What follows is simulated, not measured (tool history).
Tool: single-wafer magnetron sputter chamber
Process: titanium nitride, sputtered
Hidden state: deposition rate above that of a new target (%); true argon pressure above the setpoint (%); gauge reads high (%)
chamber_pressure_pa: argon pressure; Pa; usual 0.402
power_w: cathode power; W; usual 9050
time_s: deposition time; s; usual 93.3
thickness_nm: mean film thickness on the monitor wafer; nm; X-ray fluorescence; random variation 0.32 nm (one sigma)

run   hour  chamber_pressure_pa  power_w  time_s  wafers since the last listed run  wafers on the sputter target  hours since the last manometer calibration  hours since the magnet pack was replaced  hours since the gauge calibration  read-back reference wafer on the same gauge, thickness_nm  thickness_nm
  1      0                0.402     8050    93.3                                 0                          6333                                       978.6                                    5453.6                                209                                                     141.34       133.948
      34.5  -- sputter target and shields replaced
  2     35                0.402     8050    93.3                               488                             8                                      1013.6                                    5488.6                                244                                                    141.236       133.345
  3   44.1                0.402     8050    93.3                               164                           173                                      1022.7                                    5497.7                              253.1                                                    141.246       133.771
  4     75                0.402     9050    93.3                               559                           732                                      1053.6                                    5528.6                                284                                                    141.068       148.635
  5   97.8                0.402     9050    93.3                               412                          1145                                      1076.4                                    5551.4                              306.8                                                    140.958       148.492
  6  123.3                0.402    10800    93.3                               461                          1606                                      1101.9                                    5576.9                              332.3                                                    141.074       174.432
     138.7  -- gauge calibrated
  7  156.1                0.402    10800    93.3                               593                          2200                                      1134.7                                    5609.7                               17.4                                                    142.902       176.586
  8  183.5                0.402    10800    93.3                               495                          2695                                      1162.1                                    5637.1                               44.8                                                    142.481       175.414
  9  202.3                0.402     9050     103                               340                          3036                                      1180.9                                    5655.9                               63.6                                                     142.17        165.25
 10  231.4                0.402     9050     103                               526                          3562                                        1210                                      5685                               92.7                                                    141.938       164.909
 11  247.4                0.402     9050     103                               289                          3852                                        1226                                      5701                              108.7                                                    141.826       164.625
 12    260                0.402     9050    93.3                               227                          4080                                      1238.6                                    5713.6                              121.3                                                    141.764       149.103
 13  281.4                0.402     9050    93.3                               387                          4467                                        1260                                      5735                              142.7                                                    141.632         149.3
 14  296.6                0.402     9050    93.3                               275                          4742                                      1275.2                                    5750.2                              157.9                                                    141.481       148.778
 15  325.3                0.402     8250    93.3                               519                          5261                                      1303.9                                    5778.9                              186.6                                                    141.434       136.767
 16    358                0.313     9850    80.4                               591                          5853                                      1336.6                                    5811.6                              219.3                                                    141.266       144.298
 17  429.9                0.402     7400    93.3                              1300                          7154                                      1408.5                                    5883.5                              291.2                                                    141.172       123.611
     460.3  -- sputter target and shields replaced
 18  460.8                 0.31     9750    85.5                               414                             9                                      1439.4                                    5914.4                              322.1                                                    141.008       152.256
 19  470.7                0.264     9600     110                               179                           188                                      1449.3                                    5924.3                                332                                                    141.096       196.245
 20  483.9                0.402     9050    93.3                               238                           426                                      1462.5                                    5937.5                              345.2                                                    141.037       148.107
     509.8  -- magnet pack replaced
     510.8  -- capacitance manometer re-zeroed and calibrated
 21  511.3                0.402     9050    93.3                               334                           761                                         0.5                                       1.5                              372.6                                                    140.962         148.5
 22  525.2                0.402     7400    93.3                               251                          1012                                        14.4                                      15.4                              386.5                                                    140.976       123.719
 23  546.6                0.274     7450    75.4                               387                          1400                                        35.8                                      36.8                              407.9                                                    140.918       106.906
     551.9  -- gauge calibrated
 24  582.3                0.521     6950    77.6                               645                          2046                                        71.5                                      72.5                               30.4                                                    142.527        92.857
 25  599.2                 0.31     9750    85.5                               305                          2351                                        88.4                                      89.4                               47.3                                                    142.316       153.772
 26  614.5                0.402    10900   108.4                               276                          2628                                       103.7                                     104.7                               62.6                                                    142.246        205.87
 27    712                0.317     9050    93.3                              1764                          4392                                       201.2                                     202.2                              160.1                                                    141.424       155.318
 28  728.8                0.402     9050    93.3                               303                          4696                                         218                                       219                              176.9                                                    141.445       148.436
 29  742.2                0.402     9050    93.3                               242                          4939                                       231.4                                     232.4                              190.3                                                     141.19       148.485

Forecast each of these 3 alternatives for the next run:
  A  742.6                0.402     9050   102.4                                 7                          4946                                       231.8                                     232.8                              190.7                                                          ?             ?
  B  742.6                0.508     9050    98.2                                 7                          4946                                       231.8                                     232.8                              190.7                                                          ?             ?
  C  742.6                0.254    10250    98.6                                 7                          4946                                       231.8                                     232.8                              190.7                                                          ?             ?

run  read-back reference wafer on the same gauge, thickness_nm  thickness_nm
  A                                                    141.269       163.173
  B                                                    141.269       148.966
  C                                                    141.269       188.854
Without the tool's hidden state the same runs would have given:
run  thickness_nm
  A       165.154
  B       150.775
  C       191.146
